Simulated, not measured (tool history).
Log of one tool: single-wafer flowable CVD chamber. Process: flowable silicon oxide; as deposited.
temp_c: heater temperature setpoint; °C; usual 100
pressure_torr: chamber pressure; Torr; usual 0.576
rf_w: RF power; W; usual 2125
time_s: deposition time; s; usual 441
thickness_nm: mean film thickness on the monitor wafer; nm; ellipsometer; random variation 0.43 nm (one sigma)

run,day,temp_c,pressure_torr,rf_w,time_s,wafers since the last listed run,hours since the last thermocouple change,hours since the last RF generator calibration,hours since the last manometer calibration,hours since the showerhead was replaced,hours since the gauge calibration,"read-back reference wafer on the same gauge, thickness_nm",thickness_nm
1,0.000,100,0.576,2125,441,0,1882.1,1066.1,282.8,5339.9,578.2,188.003,172.565
2,3.696,100,0.576,2125,441,260,1970.8,1154.8,371.5,5428.6,666.9,188.108,172.651
3,7.675,100,0.576,2125,441,280,2066.3,1250.3,467.0,5524.1,762.4,187.866,172.507
4,9.508,100,0.576,2125,441,129,2110.3,1294.3,511.0,5568.1,806.4,188.026,172.125
5,11.842,100,0.576,2125,441,164,2166.3,1350.3,567.0,5624.1,862.4,187.919,173.559
6,15.700,100,0.576,2125,441,271,2258.9,1442.9,659.6,5716.7,955.0,188.000,171.949
7,17.721,100,0.505,2125,441,142,2307.4,1491.4,708.1,5765.2,1003.5,188.011,151.495
8,21.412,100,0.576,2125,441,260,2396.0,1580.0,796.7,5853.8,1092.1,188.115,172.482
9,24.658,100,0.576,2125,441,228,2473.9,1657.9,874.6,5931.7,1170.0,188.012,172.332
10,28.367,100,0.576,2125,441,261,2562.9,1746.9,963.6,6020.7,1259.0,187.948,171.969
# day 28.912: capacitance manometer re-zeroed and calibrated
# day 38.458: thermocouple changed; heater temperature recalibrated
11,40.971,100,0.576,2125,441,841,60.3,2049.4,289.4,6323.2,1561.5,187.999,172.535
12,43.779,100,0.576,2125,441,197,127.7,2116.8,356.8,6390.6,1628.9,188.054,171.599
# day 46.238: gauge calibrated
13,47.021,90,0.713,2475,441,228,205.5,2194.6,434.6,6468.4,18.8,187.945,291.361
14,49.417,90,0.631,2010,523,168,263.0,2252.1,492.1,6525.9,76.3,187.987,297.629
# day 51.338: showerhead replaced
15,53.892,107,0.576,2125,441,291,370.4,2359.5,599.5,61.3,183.7,188.046,139.185
16,56.992,100,0.505,2125,441,218,444.8,2433.9,673.9,135.7,258.1,188.019,150.664
17,59.258,107,0.465,2125,441,159,499.2,2488.3,728.3,190.1,312.5,187.914,112.922
18,66.608,107,0.437,2340,529,517,675.6,2664.7,904.7,366.5,488.9,187.960,129.491
19,69.229,100,0.576,2405,498,184,738.5,2727.6,967.6,429.4,551.8,187.965,196.094
20,72.275,100,0.576,2125,498,214,811.6,2800.7,1040.7,502.5,624.9,187.992,193.436
# day 72.612: RF generator calibrated
21,76.108,112,0.576,2125,355,246,903.6,83.9,1132.7,594.5,716.9,188.085,98.092
# day 77.150: capacitance manometer re-zeroed and calibrated
22,80.338,106,0.576,2125,441,274,1005.1,185.4,76.5,696.0,818.4,187.971,145.031
23,82.138,100,0.576,1735,502,126,1048.3,228.6,119.7,739.2,861.6,188.096,192.341
24,84.800,100,0.576,2505,409,187,1112.2,292.5,183.6,803.1,925.5,188.015,163.847
25,88.771,100,0.576,2125,441,279,1207.5,387.8,278.9,898.4,1020.8,188.036,173.420
26,92.600,106,0.576,2125,441,269,1299.4,479.7,370.8,990.3,1112.7,187.898,144.684
27,95.596,100,0.617,2340,441,211,1371.3,551.6,442.7,1062.2,1184.6,187.911,188.167

The same runs without the tool's hidden state, with the same run-to-run variation:
The hidden state here: wafer temperature above the value expected at the setpoint (K); delivered RF power above the setpoint (%); true pressure above the setpoint (%); gauge reads high (%).
run,thickness_nm
1,173.025
2,173.166
3,173.085
4,172.733
5,174.213
6,172.669
7,152.165
8,173.320
9,173.242
10,172.961
11,173.857
12,172.994
13,293.316
14,300.607
15,140.570
16,152.253
17,114.164
18,130.933
19,198.227
20,196.193
21,98.191
22,145.184
23,192.588
24,163.991
25,173.635
26,144.882
27,188.383
